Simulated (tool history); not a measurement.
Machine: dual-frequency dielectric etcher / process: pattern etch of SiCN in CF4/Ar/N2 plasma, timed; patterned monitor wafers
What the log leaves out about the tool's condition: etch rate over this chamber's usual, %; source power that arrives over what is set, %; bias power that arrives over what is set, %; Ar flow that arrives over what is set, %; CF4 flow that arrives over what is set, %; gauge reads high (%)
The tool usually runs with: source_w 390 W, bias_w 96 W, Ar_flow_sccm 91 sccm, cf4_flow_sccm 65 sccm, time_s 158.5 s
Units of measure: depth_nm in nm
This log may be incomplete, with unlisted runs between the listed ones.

| run | hour | source_w | bias_w | Ar_flow_sccm | cf4_flow_sccm | time_s | wafers since the last listed run | hours since the last wet clean | hours since the last source power generator calibration | hours since the last bias power generator calibration | hours since the last Ar flow controller change | hours since the last CF4 flow controller change | hours since the last upper electrode change | hours since the gauge calibration | read-back reference wafer on the same gauge, depth_nm | depth_nm |
|---|---|---|---|---|---|---|---|---|---|---|---|---|---|---|---|---|
| 1 | 0 | 390 | 96 | 91 | 65 | 158.5 | 0 | 376.5 | 3742.8 | 12.5 | 1872.2 | 4169.5 | 4127.9 | 422.8 | 152 | 135.9 |
|  | 40.7 | upper electrode replaced, of another model than before |
| 2 | 41.2 | 310 | 106 | 91 | 65 | 158.5 | 175 | 417.7 | 3784 | 53.7 | 1913.4 | 4210.7 | 0.5 | 464 | 152 | 134.7 |
|  | 42.6 | gauge calibrated |
| 3 | 47.5 | 310 | 106 | 91 | 65 | 158.5 | 64 | 424 | 3790.3 | 60 | 1919.7 | 4217 | 6.8 | 4.9 | 152 | 135.3 |
|  | 61.9 | Ar flow controller replaced |
| 4 | 71.1 | 310 | 106 | 91 | 65 | 158.5 | 179 | 447.6 | 3813.9 | 83.6 | 9.2 | 4240.6 | 30.4 | 28.5 | 152.1 | 133.8 |
| 5 | 94.5 | 390 | 96 | 91 | 65 | 158.5 | 238 | 471 | 3837.3 | 107 | 32.6 | 4264 | 53.8 | 51.9 | 151.8 | 135.3 |
| 6 | 107.8 | 390 | 96 | 91 | 65 | 158.5 | 135 | 484.3 | 3850.6 | 120.3 | 45.9 | 4277.3 | 67.1 | 65.2 | 151.7 | 136.3 |
| 7 | 142.2 | 390 | 96 | 91 | 56 | 158.5 | 350 | 518.7 | 3885 | 154.7 | 80.3 | 4311.7 | 101.5 | 99.6 | 151.8 | 132.1 |
| 8 | 174.7 | 390 | 96 | 91 | 65 | 158.5 | 330 | 551.2 | 3917.5 | 187.2 | 112.8 | 4344.2 | 134 | 132.1 | 151.5 | 137.1 |
| 9 | 201.5 | 460 | 104 | 91 | 65 | 158.5 | 272 | 578 | 3944.3 | 214 | 139.6 | 4371 | 160.8 | 158.9 | 151.4 | 156.7 |
|  | 212.5 | CF4 flow controller replaced |
| 10 | 221.6 | 390 | 109 | 83 | 65 | 158.5 | 143 | 598.1 | 3964.4 | 234.1 | 159.7 | 9.1 | 180.9 | 179 | 152 | 155.8 |
|  | 242.6 | source power generator calibrated |
|  | 250 | wet clean of the chamber |
| 11 | 250.5 | 390 | 96 | 91 | 79 | 158.5 | 178 | 0.5 | 7.9 | 263 | 188.6 | 38 | 209.8 | 207.9 | 152.3 | 135.6 |
| 12 | 262 | 390 | 96 | 91 | 65 | 158.5 | 117 | 12 | 19.4 | 274.5 | 200.1 | 49.5 | 221.3 | 219.4 | 151.9 | 132.8 |
| 13 | 283.6 | 440 | 115 | 91 | 65 | 158.5 | 219 | 33.6 | 41 | 296.1 | 221.7 | 71.1 | 242.9 | 241 | 151.6 | 162.8 |
| 14 | 300.6 | 390 | 96 | 91 | 65 | 158.5 | 173 | 50.6 | 58 | 313.1 | 238.7 | 88.1 | 259.9 | 258 | 152.4 | 132 |
| 15 | 313.9 | 440 | 89 | 75 | 50 | 158.5 | 135 | 63.9 | 71.3 | 326.4 | 252 | 101.4 | 273.2 | 271.3 | 152.4 | 125.3 |
| 16 | 327.4 | 420 | 96 | 91 | 72 | 177 | 137 | 77.4 | 84.8 | 339.9 | 265.5 | 114.9 | 286.7 | 284.8 | 152.1 | 155.7 |
| 17 | 358.9 | 300 | 96 | 112 | 65 | 158.5 | 320 | 108.9 | 116.3 | 371.4 | 297 | 146.4 | 318.2 | 316.3 | 152 | 115.6 |

Run 18 has not been measured yet. What should we expect?
| 18 | 382.1 | 330 | 109 | 91 | 73 | 158.5 | 236 | 132.1 | 139.5 | 394.6 | 320.2 | 169.6 | 341.4 | 339.5 | ? | ? |

Run 18 produced read-back reference wafer on the same gauge, depth_nm 152.2, depth_nm 140.3 nm.
With the hidden condition absent and the run-to-run variation left alone, this run would have shown depth_nm 137.9 nm.
